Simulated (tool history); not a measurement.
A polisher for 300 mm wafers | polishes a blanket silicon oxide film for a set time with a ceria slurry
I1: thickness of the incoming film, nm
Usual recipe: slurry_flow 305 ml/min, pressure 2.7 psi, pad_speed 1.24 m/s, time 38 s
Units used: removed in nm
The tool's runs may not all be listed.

{"run": 1, "hour": 0.0, "slurry_flow": 305, "pressure": 2.7, "pad_speed": 1.24, "time": 38, "I1": 1363.8, "removed": 187.5}
{"run": 2, "hour": 16.8, "slurry_flow": 305, "pressure": 2.7, "pad_speed": 1.24, "time": 31, "I1": 1385.1, "removed": 153}
{"run": 3, "hour": 31.7, "slurry_flow": 305, "pressure": 2.7, "pad_speed": 1.24, "time": 31, "I1": 1342.6, "removed": 150.7}
{"run": 4, "hour": 38.9, "slurry_flow": 305, "pressure": 2.7, "pad_speed": 1.24, "time": 31, "I1": 1368.4, "removed": 150.8}
{"run": 5, "hour": 44.9, "slurry_flow": 305, "pressure": 2.2, "pad_speed": 1.24, "time": 38, "I1": 1350.3, "removed": 148.9}
{"run": 6, "hour": 55.9, "slurry_flow": 305, "pressure": 2.2, "pad_speed": 1.24, "time": 38, "I1": 1340.2, "removed": 148.5}
{"run": 7, "hour": 64.1, "slurry_flow": 305, "pressure": 2.7, "pad_speed": 1.24, "time": 38, "I1": 1374.9, "removed": 183}
{"run": 8, "hour": 80.2, "slurry_flow": 305, "pressure": 2.7, "pad_speed": 1.24, "time": 38, "I1": 1355.2, "removed": 184}
{"run": 9, "hour": 133.3, "slurry_flow": 305, "pressure": 2.7, "pad_speed": 1.24, "time": 38, "I1": 1334.4, "removed": 186.1}
{"run": 10, "hour": 145.8, "slurry_flow": 305, "pressure": 2.7, "pad_speed": 1.24, "time": 38, "I1": 1370.4, "removed": 188}
{"run": 11, "hour": 153.2, "slurry_flow": 305, "pressure": 2.7, "pad_speed": 1.24, "time": 38, "I1": 1386, "removed": 184}
{"run": 12, "hour": 162.4, "slurry_flow": 305, "pressure": 2.7, "pad_speed": 1.24, "time": 38, "I1": 1374.2, "removed": 184.5}
{"run": 13, "hour": 177.0, "slurry_flow": 305, "pressure": 2.7, "pad_speed": 1.52, "time": 38, "I1": 1337.2, "removed": 224.2}
{"run": 14, "hour": 183.8, "slurry_flow": 305, "pressure": 2.7, "pad_speed": 1.24, "time": 46, "I1": 1365.3, "removed": 218.8}
{"run": 15, "hour": 216.7, "slurry_flow": 305, "pressure": 2.7, "pad_speed": 1.24, "time": 48, "I1": 1356.4, "removed": 235.5}
{"run": 16, "hour": 231.5, "slurry_flow": 305, "pressure": 2.7, "pad_speed": 1.4, "time": 38, "I1": 1357.9, "removed": 209.1}
{"run": 17, "hour": 244.9, "slurry_flow": 305, "pressure": 2.1, "pad_speed": 1.24, "time": 38, "I1": 1345.7, "removed": 143}
{"run": 18, "hour": 255.7, "slurry_flow": 230, "pressure": 3.1, "pad_speed": 0.86, "time": 47, "I1": 1365.1, "removed": 175.4}
{"run": 19, "hour": 268.8, "slurry_flow": 345, "pressure": 2.7, "pad_speed": 1.24, "time": 38, "I1": 1348.3, "removed": 185.2}
{"run": 20, "hour": 282.7, "slurry_flow": 205, "pressure": 2.7, "pad_speed": 1.24, "time": 26, "I1": 1364.6, "removed": 121.2}
{"run": 21, "hour": 299.9, "slurry_flow": 305, "pressure": 2.7, "pad_speed": 1.24, "time": 38, "I1": 1355.2, "removed": 182.3}
{"run": 22, "hour": 314.8, "slurry_flow": 365, "pressure": 2.7, "pad_speed": 1.52, "time": 34, "I1": 1363, "removed": 209}
{"run": 23, "hour": 326.7, "slurry_flow": 280, "pressure": 2.2, "pad_speed": 1.24, "time": 48, "I1": 1388.7, "removed": 191.2}
{"run": 24, "hour": 338.8, "slurry_flow": 305, "pressure": 2.7, "pad_speed": 1.24, "time": 38, "I1": 1345.1, "removed": 187.8}
{"run": 25, "hour": 347.8, "slurry_flow": 305, "pressure": 2.7, "pad_speed": 1.24, "time": 38, "I1": 1346.2, "removed": 187.3}
{"run": 26, "hour": 384.6, "slurry_flow": 380, "pressure": 1.8, "pad_speed": 1.12, "time": 51, "I1": 1364.7, "removed": 151.3}
{"run": 27, "hour": 398.5, "slurry_flow": 385, "pressure": 2.7, "pad_speed": 1.24, "time": 38, "I1": 1354, "removed": 187.2}
{"run": 28, "hour": 416.0, "slurry_flow": 305, "pressure": 2.7, "pad_speed": 1.24, "time": 38, "I1": 1367, "removed": 190.9}
{"run": 29, "hour": 424.7, "slurry_flow": 245, "pressure": 2.9, "pad_speed": 1.44, "time": 38, "I1": 1356.9, "removed": 230.2}
{"run": 30, "hour": 438.0, "slurry_flow": 305, "pressure": 2.4, "pad_speed": 1.12, "time": 38, "I1": 1356.2, "removed": 150.3}
{"run": 31, "hour": 445.8, "slurry_flow": 305, "pressure": 2.7, "pad_speed": 1.24, "time": 38, "I1": 1362.2, "removed": 188.1}
{"run": 32, "hour": 459.3, "slurry_flow": 380, "pressure": 3, "pad_speed": 1.24, "time": 51, "I1": 1370.4, "removed": 282}
{"run": 33, "hour": 476.3, "slurry_flow": 225, "pressure": 3.3, "pad_speed": 1.24, "time": 38, "I1": 1345.6, "removed": 220.7}
{"run": 34, "hour": 484.4, "slurry_flow": 235, "pressure": 2.1, "pad_speed": 1.58, "time": 45, "I1": 1343.1, "removed": 211.1}
{"run": 35, "hour": 492.1, "slurry_flow": 305, "pressure": 2.7, "pad_speed": 1.24, "time": 38, "I1": 1366.5, "removed": 184.1}
{"run": 36, "hour": 500.9, "slurry_flow": 345, "pressure": 2.1, "pad_speed": 1.64, "time": 29, "I1": 1358.9, "removed": 145.4}

Not shown here: 6 entries made in the log between runs. Locate each between two listed runs and compare the hidden state at the listed run before it with the hidden state at the listed run after it:
Runs 8 to 9: worn pad replaced by a new one (hour 93)
  removal rate lost through wear of the pad, %: 3.77 -> 1.7
  measured value less the no-hidden-state value, removed: -7.3 -> -3.2 nm
Runs 14 to 15: head pressure recalibrated (hour 189.7); worn pad replaced by a new one (hour 190.6)
  removal rate lost through wear of the pad, %: 3.4 -> 0.919
  measured value less the no-hidden-state value, removed: -7.7 -> -2.2 nm
Runs 17 to 18: slurry nozzle cleaned (hour 247.2)
  removal rate lost through wear of the pad, %: 1.87 -> 2.23
  measured value less the no-hidden-state value, removed: -2.7 -> -4 nm
Runs 21 to 22: worn pad replaced by a new one (hour 305.2)
  removal rate lost through wear of the pad, %: 3.72 -> 0.396
  measured value less the no-hidden-state value, removed: -7 -> -0.8 nm
Runs 27 to 28: worn pad replaced by a new one (hour 414)
  removal rate lost through wear of the pad, %: 3.22 -> 0.161
  measured value less the no-hidden-state value, removed: -6.2 -> -0.3 nm
